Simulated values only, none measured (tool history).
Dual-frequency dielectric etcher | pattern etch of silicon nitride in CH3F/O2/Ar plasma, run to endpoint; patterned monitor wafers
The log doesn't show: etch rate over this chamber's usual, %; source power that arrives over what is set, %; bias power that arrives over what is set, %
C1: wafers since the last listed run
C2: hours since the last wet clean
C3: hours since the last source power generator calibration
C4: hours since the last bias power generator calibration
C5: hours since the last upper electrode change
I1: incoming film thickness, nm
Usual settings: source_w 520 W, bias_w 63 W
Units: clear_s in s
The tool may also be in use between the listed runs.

{"run": 1, "hour": 0.0, "source_w": 450, "bias_w": 54, "C1": 0, "C2": 388.4, "C3": 3204.6, "C4": 3152.5, "C5": 1938.4, "I1": 55.2, "clear_s": 95.6}
{"run": 2, "hour": 7.4, "source_w": 450, "bias_w": 54, "C1": 106, "C2": 395.8, "C3": 3212, "C4": 3159.9, "C5": 1945.8, "I1": 55.3, "clear_s": 95.4}
{"run": 3, "hour": 17.9, "source_w": 450, "bias_w": 54, "C1": 151, "C2": 406.3, "C3": 3222.5, "C4": 3170.4, "C5": 1956.3, "I1": 55.4, "clear_s": 95.5}
{"run": 4, "hour": 28.9, "source_w": 520, "bias_w": 63, "C1": 158, "C2": 417.3, "C3": 3233.5, "C4": 3181.4, "C5": 1967.3, "I1": 54.9, "clear_s": 82.5}
{"run": 5, "hour": 35.2, "source_w": 520, "bias_w": 63, "C1": 90, "C2": 423.6, "C3": 3239.8, "C4": 3187.7, "C5": 1973.6, "I1": 54.7, "clear_s": 82.6}
{"run": 6, "hour": 41.9, "source_w": 520, "bias_w": 63, "C1": 96, "C2": 430.3, "C3": 3246.5, "C4": 3194.4, "C5": 1980.3, "I1": 54.6, "clear_s": 82.4}
{"hour": 76.2, "done": "wet clean of the chamber"}
{"hour": 90.2, "done": "bias power generator calibrated"}
{"hour": 95.6, "done": "upper electrode replaced"}
{"run": 7, "hour": 96.1, "source_w": 520, "bias_w": 63, "C1": 299, "C2": 19.9, "C3": 3300.7, "C4": 5.9, "C5": 0.5, "I1": 55.1, "clear_s": 80.4}
{"run": 8, "hour": 96.4, "source_w": 520, "bias_w": 63, "C1": 4, "C2": 20.2, "C3": 3301, "C4": 6.2, "C5": 0.8, "I1": 55.2, "clear_s": 80.9}
{"run": 9, "hour": 96.8, "source_w": 570, "bias_w": 63, "C1": 5, "C2": 20.6, "C3": 3301.4, "C4": 6.6, "C5": 1.2, "I1": 55.4, "clear_s": 77.5}
{"run": 10, "hour": 97.1, "source_w": 600, "bias_w": 55, "C1": 4, "C2": 20.9, "C3": 3301.7, "C4": 6.9, "C5": 1.5, "I1": 55.1, "clear_s": 78.1}
{"run": 11, "hour": 115.4, "source_w": 490, "bias_w": 57, "C1": 263, "C2": 39.2, "C3": 3320, "C4": 25.2, "C5": 19.8, "I1": 54.5, "clear_s": 85.7}
{"run": 12, "hour": 121.8, "source_w": 480, "bias_w": 63, "C1": 92, "C2": 45.6, "C3": 3326.4, "C4": 31.6, "C5": 26.2, "I1": 54.9, "clear_s": 84.4}
{"run": 13, "hour": 136.0, "source_w": 520, "bias_w": 51, "C1": 204, "C2": 59.8, "C3": 3340.6, "C4": 45.8, "C5": 40.4, "I1": 54.8, "clear_s": 87.1}
{"hour": 159.9, "done": "source power generator calibrated"}
{"run": 14, "hour": 161.3, "source_w": 520, "bias_w": 63, "C1": 307, "C2": 85.1, "C3": 1.4, "C4": 71.1, "C5": 65.7, "I1": 55.5, "clear_s": 82.1}
{"run": 15, "hour": 175.0, "source_w": 560, "bias_w": 69, "C1": 197, "C2": 98.8, "C3": 15.1, "C4": 84.8, "C5": 79.4, "I1": 55, "clear_s": 75.3}
{"run": 16, "hour": 190.0, "source_w": 390, "bias_w": 71, "C1": 216, "C2": 113.8, "C3": 30.1, "C4": 99.8, "C5": 94.4, "I1": 54.6, "clear_s": 92.5}
{"run": 17, "hour": 201.5, "source_w": 440, "bias_w": 63, "C1": 165, "C2": 125.3, "C3": 41.6, "C4": 111.3, "C5": 105.9, "I1": 55.2, "clear_s": 89.7}

Hidden state at the last listed run before each entry between runs and at the first one after, where it differs:
Between runs 6 and 7: wet clean of the chamber (hour 76.2); bias power generator calibrated (hour 90.2); upper electrode replaced (hour 95.6)
  etch rate over this chamber's usual, %: -4.73 -> -1.62
  measured less the result without the state, clear_s: +3.9 -> +1.3 s
Between runs 13 and 14: source power generator calibrated (hour 159.9)
  etch rate over this chamber's usual, %: -2.04 -> -2.3
  measured less the result without the state, clear_s: +1.8 -> +1.9 s
